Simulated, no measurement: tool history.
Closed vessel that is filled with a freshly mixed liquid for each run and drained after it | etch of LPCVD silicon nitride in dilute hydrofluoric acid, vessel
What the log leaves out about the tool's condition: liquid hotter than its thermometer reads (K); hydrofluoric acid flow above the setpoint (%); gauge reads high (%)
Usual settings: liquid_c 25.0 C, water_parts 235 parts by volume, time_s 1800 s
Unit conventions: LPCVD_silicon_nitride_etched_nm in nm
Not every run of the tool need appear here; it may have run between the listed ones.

run,hour,liquid_c,water_parts,time_s,wafers since the last listed run,hours since the thermometer was replaced,hours since the hydrofluoric acid flow meter was replaced,hours since the gauge calibration,"read-back film thickness of the LPCVD silicon nitride reference wafer, read on the same gauge (nm)",LPCVD_silicon_nitride_etched_nm
1,0.0,25.0,235,1800,0,1583.9,424.4,570.7,109.928,3.579
2,18.7,25.0,235,1800,773,1602.6,443.1,589.4,110.018,3.588
3,102.2,25.0,235,1800,3455,1686.1,526.6,672.9,109.973,3.662
4,127.1,25.0,235,1800,1030,1711.0,551.5,697.8,110.047,3.682
5,161.9,25.0,235,1800,1440,1745.8,586.3,732.6,109.963,3.694
# hour 189.3: hydrofluoric acid flow meter replaced
6,192.2,25.0,235,1800,1212,1776.1,2.9,762.9,110.041,3.512
7,221.9,25.0,235,1800,1228,1805.8,32.6,792.6,110.007,3.536
8,249.4,25.0,235,1800,1137,1833.3,60.1,820.1,110.004,3.519
# hour 263.5: gauge calibrated
9,264.9,25.0,235,1275,641,1848.8,75.6,1.4,109.992,2.535
10,277.9,25.0,235,1275,537,1861.8,88.6,14.4,110.055,2.495
# hour 297.4: thermometer replaced
11,306.7,25.0,235,1275,1150,9.3,117.4,43.2,110.012,2.493
12,336.1,25.0,235,1800,1216,38.7,146.8,72.6,110.068,3.557
13,368.7,23.0,235,1800,1348,71.3,179.4,105.2,109.975,3.111
14,384.3,26.5,235,2450,645,86.9,195.0,120.8,110.021,5.302
15,401.8,25.0,235,1800,724,104.4,212.5,138.3,110.002,3.576
16,419.9,27.5,295,1145,748,122.5,230.6,156.4,109.973,2.081
17,440.4,21.5,145,1800,848,143.0,251.1,176.9,109.988,4.671
18,463.0,25.0,235,2805,935,165.6,273.7,199.5,109.942,5.589
19,491.9,25.0,270,975,1195,194.5,302.6,228.4,110.000,1.685
20,511.0,25.0,235,1800,790,213.6,321.7,247.5,110.010,3.588
21,539.0,25.0,235,1800,1158,241.6,349.7,275.5,109.955,3.575
22,555.7,22.5,235,1800,691,258.3,366.4,292.2,110.000,3.048
23,581.9,25.0,235,1800,1084,284.5,392.6,318.4,110.035,3.610
24,608.6,27.5,235,1800,1104,311.2,419.3,345.1,110.029,4.204
25,623.3,28.0,325,810,608,325.9,434.0,359.8,110.023,1.392
26,644.6,25.0,235,1800,881,347.2,455.3,381.1,109.990,3.653
27,717.5,25.0,235,1800,3016,420.1,528.2,454.0,110.045,3.634
28,736.7,20.5,235,2495,794,439.3,547.4,473.2,109.985,3.809
# hour 744.9: hydrofluoric acid flow meter replaced
29,750.1,20.5,180,2820,513,452.7,5.2,486.6,109.997,5.381
30,773.5,20.5,350,890,968,476.1,28.6,510.0,109.935,0.889
31,793.8,28.0,125,905,840,496.4,48.9,530.3,110.009,4.059

What the log doesn't show, run by run:
liquid hotter than its thermometer reads (K): 0, the same for each run
gauge reads high (%): 0, the same for each run
H1: hydrofluoric acid flow above the setpoint (%)
run,H1
1,2.85
2,2.97
3,3.47
4,3.62
5,3.84
6,0.781
7,0.961
8,1.13
9,1.22
10,1.3
11,1.47
12,1.65
13,1.85
14,1.95
15,2.05
16,2.16
17,2.29
18,2.42
19,2.6
20,2.71
21,2.88
22,2.98
23,3.14
24,3.31
25,3.39
26,3.52
27,3.97
28,4.08
29,0.196
30,0.338
31,0.461
